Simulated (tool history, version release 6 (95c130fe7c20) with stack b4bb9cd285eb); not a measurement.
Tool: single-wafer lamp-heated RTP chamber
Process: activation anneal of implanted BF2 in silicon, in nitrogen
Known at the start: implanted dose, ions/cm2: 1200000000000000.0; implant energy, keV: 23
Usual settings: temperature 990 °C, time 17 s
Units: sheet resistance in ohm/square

run,day,temperature,time,wafers since the last listed run,wafers since the last pyrometer calibration,wafers since the reflector plate was cleaned,hours since the gauge calibration,"read-back reference wafer on the same gauge, sheet resistance",sheet resistance
1,0,990,17,0,927,2251,638.5,203.73,182.41
2,1.833,990,17,652,1580,2903,682.5,203.63,182.94
3,3.421,990,17,564,2144,3468,720.6,204.23,182.49
4,5.867,990,9,869,3014,4338,779.3,203.98,192.68
# day 6.646: reflector plate cleaned
5,8.088,990,9,671,3686,512,832.6,204.31,191.73
6,9.579,990,9,530,4216,1043,868.4,203.84,190.58
7,11.167,990,17,564,4781,1608,906.5,203.97,177.9
8,13.312,990,17,763,5544,2371,958,203.96,175.43
# day 15.946: pyrometer window cleaned and pyrometer calibrated
9,16.171,990,17,898,80,3269,1026.6,203.88,183.76
10,17.375,990,17,428,508,3697,1055.5,204.13,183.07
11,20.188,990,17,1000,1508,4698,1123,203.83,181.9
# day 22.062: reflector plate cleaned
12,22.383,990,17,662,2171,113,1175.7,204.25,180.65
13,25.208,990,12,1004,3176,1118,1243.5,204.04,186.04
14,27.788,990,12,917,4093,2035,1305.4,203.84,185.82
15,28.95,990,12,413,4507,2449,1333.3,203.89,185.72
16,30.5,990,17,551,5058,3000,1370.5,203.84,176.17
17,32.65,990,17,764,5823,3765,1422.1,203.61,175.61
18,34.708,1000,25,732,6555,4497,1471.5,204.25,152.83
19,36.9,1001,26,779,7334,5277,1524.1,204.23,149.22
# day 38.062: pyrometer window cleaned and pyrometer calibrated
# day 39.45: reflector plate cleaned
20,39.796,1014,11,792,497,122,1593.6,203.98,166.16
21,45.754,964,9,2119,2616,2241,1736.6,203.99,226.66
22,47.975,990,17,789,3406,3031,1789.9,204.35,179.45
23,50.817,990,17,1010,4417,4042,1858.1,204,179.1
24,52.633,1010,22,646,5063,4688,1901.7,203.87,147.02
25,53.992,981,17,483,5546,5171,1934.3,204.32,187.66
# day 54.888: pyrometer window cleaned and pyrometer calibrated
# day 55.608: reflector plate cleaned
26,55.925,1005,23,450,250,112,1980.7,204.59,159.62
# day 57.288: gauge calibrated
27,58.067,990,17,761,1012,874,18.7,204.48,184.02
28,60.654,960,14,920,1932,1794,80.8,203.91,229.6
29,63.012,1015,17,838,2771,2633,137.4,203.77,151.34
30,64.821,962,14,643,3414,3276,180.8,203.86,221.04
31,66.717,1016,17,674,4088,3950,226.3,203.94,150.69
32,68.725,1008,22,714,4803,4665,274.5,203.71,150.65
# day 70.496: reflector plate cleaned
33,71.067,990,17,714,5517,203,330.7,203.89,175.5
# day 72.162: pyrometer window cleaned and pyrometer calibrated
34,73.971,1018,13,914,642,1117,400.4,204,157.35

What the log doesn't show, run by run:
wafer temperature error from the tarnished reflector plate, K: 0 in every run
gauge reads high (%): 0 in every run
H1: true wafer temperature minus pyrometer reading, K
run,H1
1,2.32
2,3.19
3,3.95
4,5.12
5,6.17
6,6.89
7,7.64
8,8.67
9,1.2
10,1.77
11,3.11
12,4.16
13,5.5
14,6.73
15,7.29
16,8.03
17,9.05
18,10
19,11.1
20,1.63
21,4.47
22,5.53
23,6.89
24,7.75
25,8.4
26,1.22
27,2.24
28,3.47
29,4.6
30,5.46
31,6.37
32,7.32
33,8.44
34,2.01

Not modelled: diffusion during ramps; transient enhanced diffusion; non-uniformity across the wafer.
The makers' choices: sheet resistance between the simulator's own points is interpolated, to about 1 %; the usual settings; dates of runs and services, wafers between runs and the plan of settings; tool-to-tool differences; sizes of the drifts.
